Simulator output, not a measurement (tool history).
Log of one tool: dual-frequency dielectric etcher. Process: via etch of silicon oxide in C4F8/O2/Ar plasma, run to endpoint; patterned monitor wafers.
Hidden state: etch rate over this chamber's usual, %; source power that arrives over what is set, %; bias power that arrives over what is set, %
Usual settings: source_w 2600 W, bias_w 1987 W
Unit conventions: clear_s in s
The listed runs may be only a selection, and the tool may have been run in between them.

run,hour,source_w,bias_w,wafers since the last listed run,hours since the last wet clean,hours since the last source power generator calibration,hours since the last bias power generator calibration,hours since the last upper electrode change,"incoming incoming film thickness, nm",clear_s
1,0.0,2600,1987,0,520.1,2803.3,3982.0,2935.1,1511.6,275.8
# hour 87.5: wet clean of the chamber
2,106.3,2600,1987,274,18.8,2909.6,4088.3,3041.4,1502.9,261.4
3,161.1,2600,1987,182,73.6,2964.4,4143.1,3096.2,1517.4,260.9
4,205.9,2600,1987,149,118.4,3009.2,4187.9,3141.0,1505.0,263.3
5,249.1,2600,1987,143,161.6,3052.4,4231.1,3184.2,1515.4,265.0
6,285.2,2600,1987,120,197.7,3088.5,4267.2,3220.3,1516.3,269.6
7,347.0,2600,1987,205,259.5,3150.3,4329.0,3282.1,1520.7,270.7
8,396.3,2910,1987,164,308.8,3199.6,4378.3,3331.4,1506.7,253.1
9,447.3,2910,1987,169,359.8,3250.6,4429.3,3382.4,1517.8,260.8
10,598.1,2600,1987,502,510.6,3401.4,4580.1,3533.2,1520.6,275.6
11,662.8,2600,1987,215,575.3,3466.1,4644.8,3597.9,1517.1,275.7
# hour 721.6: wet clean of the chamber
12,722.1,2930,1987,117,0.5,3525.4,4704.1,3657.2,1508.5,243.0
13,751.0,2600,1987,96,29.4,3554.3,4733.0,3686.1,1530.0,265.9
# hour 779.9: bias power generator calibrated
14,808.3,2600,1987,177,86.7,3611.6,28.4,3743.4,1516.6,265.8
15,840.2,2600,2322,106,118.6,3643.5,60.3,3775.3,1487.9,249.1
16,890.6,2060,1987,167,169.0,3693.9,110.7,3825.7,1520.5,302.2
17,932.3,2090,2404,138,210.7,3735.6,152.4,3867.4,1521.3,281.6
18,993.9,2600,1857,205,272.3,3797.2,214.0,3929.0,1519.7,275.9
19,1024.9,2100,1735,103,303.3,3828.2,245.0,3960.0,1512.5,309.6
20,1076.1,2980,1558,170,354.5,3879.4,296.2,4011.2,1508.0,265.8
# hour 1102.9: source power generator calibrated
21,1132.8,2770,1987,175,411.2,29.9,352.9,4067.9,1508.9,264.3
22,1174.4,2210,1987,138,452.8,71.5,394.5,4109.5,1522.2,293.6
23,1237.2,2600,1987,209,515.6,134.3,457.3,4172.3,1506.8,274.3
24,1275.2,2840,2263,126,553.6,172.3,495.3,4210.3,1515.6,253.1
# hour 1318.0: wet clean of the chamber
25,1318.5,2190,2384,64,0.5,215.6,538.6,4253.6,1514.0,267.4
26,1377.9,2910,1987,197,59.9,275.0,598.0,4313.0,1497.5,243.3
27,1405.2,2210,1987,90,87.2,302.3,625.3,4340.3,1497.1,281.9
# hour 1459.7: upper electrode replaced, of another model than before
28,1460.2,2200,1742,103,142.2,357.3,680.3,0.5,1509.8,292.7
29,1491.4,2600,1987,103,173.4,388.5,711.5,31.7,1506.1,258.1
30,1700.5,2600,1987,696,382.5,597.6,920.6,240.8,1516.7,270.4
31,1843.3,2900,1987,475,525.3,740.4,1063.4,383.6,1518.5,262.5
32,1909.0,2600,1540,218,591.0,806.1,1129.1,449.3,1514.2,304.7
# hour 1959.0: wet clean of the chamber
33,1961.4,2780,1716,94,2.4,858.5,1181.5,501.7,1500.9,265.8
34,2028.0,2010,2412,221,69.0,925.1,1248.1,568.3,1521.8,263.1

Forecast each of these 5 alternatives for the next run:
A,2028.5,2600,1987,1,69.5,925.6,1248.6,568.8,1520.3,?
B,2028.5,2930,1571,1,69.5,925.6,1248.6,568.8,1520.3,?
C,2028.5,2780,1678,1,69.5,925.6,1248.6,568.8,1520.3,?
D,2028.5,2880,2281,1,69.5,925.6,1248.6,568.8,1520.3,?
E,2028.5,2300,1604,1,69.5,925.6,1248.6,568.8,1520.3,?

run,clear_s
A,262.1
B,279.9
C,276.4
D,238.8
E,300.4
With no hidden state in the tool, these same runs would have given:
run,clear_s
A,261.2
B,278.9
C,275.4
D,238.0
E,299.3

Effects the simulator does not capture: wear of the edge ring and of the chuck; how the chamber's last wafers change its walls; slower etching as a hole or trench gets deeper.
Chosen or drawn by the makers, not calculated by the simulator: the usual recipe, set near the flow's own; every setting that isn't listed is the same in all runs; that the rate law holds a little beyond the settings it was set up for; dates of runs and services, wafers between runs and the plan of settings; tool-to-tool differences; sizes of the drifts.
